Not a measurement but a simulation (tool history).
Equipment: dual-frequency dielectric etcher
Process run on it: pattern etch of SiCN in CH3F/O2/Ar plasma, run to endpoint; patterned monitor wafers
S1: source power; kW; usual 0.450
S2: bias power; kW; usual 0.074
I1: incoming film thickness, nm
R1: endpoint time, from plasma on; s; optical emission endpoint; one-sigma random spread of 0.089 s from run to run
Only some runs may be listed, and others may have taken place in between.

run,hour,S1,S2,I1,R1
1,0.0,0.450,0.074,12.38,30.0
2,8.6,0.450,0.074,12.41,30.2
3,21.4,0.450,0.074,12.41,30.1
4,31.1,0.450,0.074,12.29,29.9
5,38.5,0.450,0.074,12.36,30.2
# hour 74.6: upper electrode replaced
6,75.1,0.450,0.074,12.25,29.9
7,75.4,0.450,0.074,12.49,30.6
8,80.6,0.450,0.063,12.36,32.2
9,89.0,0.450,0.085,12.49,28.9
10,105.6,0.480,0.085,12.35,28.0
11,123.5,0.450,0.074,12.52,30.8
12,133.0,0.450,0.074,12.29,30.3
13,143.6,0.450,0.074,12.35,30.3
14,149.6,0.480,0.069,12.38,30.7
15,159.8,0.450,0.074,12.37,30.3
16,168.1,0.540,0.056,12.43,32.1
17,181.0,0.450,0.074,12.45,30.6
18,198.5,0.560,0.058,12.29,31.0
19,222.6,0.450,0.056,12.41,34.2
20,235.5,0.520,0.074,12.44,29.2
21,241.7,0.480,0.084,12.38,28.4
# hour 272.0: wet clean of the chamber
22,272.5,0.480,0.074,12.47,29.5
23,272.8,0.540,0.069,12.29,28.6
24,274.6,0.390,0.083,12.39,29.6
25,284.0,0.500,0.062,12.40,30.8
26,294.5,0.480,0.090,12.47,27.1
# hour 298.5: source power generator calibrated
27,304.5,0.410,0.074,12.38,30.8
28,320.6,0.400,0.090,12.38,28.6
# hour 325.7: bias power generator calibrated
29,334.4,0.380,0.074,12.48,31.9
30,340.9,0.380,0.062,12.47,34.4
31,354.8,0.450,0.074,12.57,30.5
32,364.6,0.370,0.074,12.38,32.0
33,373.6,0.450,0.085,12.45,28.3
34,389.7,0.490,0.085,12.37,27.5
35,437.1,0.540,0.074,12.43,28.4
36,449.1,0.480,0.058,12.46,32.5

What the log doesn't show, run by run:
source power that arrives over what is set, %: 0 in every run
bias power that arrives over what is set, %: 0 in every run
H1: etch rate over this chamber's usual, %
run,H1
1,-1.07
2,-1.13
3,-1.23
4,-1.3
5,-1.35
6,-1.62
7,-1.62
8,-1.66
9,-1.72
10,-1.84
11,-1.97
12,-2.04
13,-2.11
14,-2.16
15,-2.23
16,-2.29
17,-2.39
18,-2.51
19,-2.69
20,-2.78
21,-2.83
22,0.0598
23,0.0576
24,0.0445
25,-0.0239
26,-0.1
27,-0.173
28,-0.29
29,-0.39
30,-0.438
31,-0.539
32,-0.61
33,-0.675
34,-0.792
35,-1.14
36,-1.22
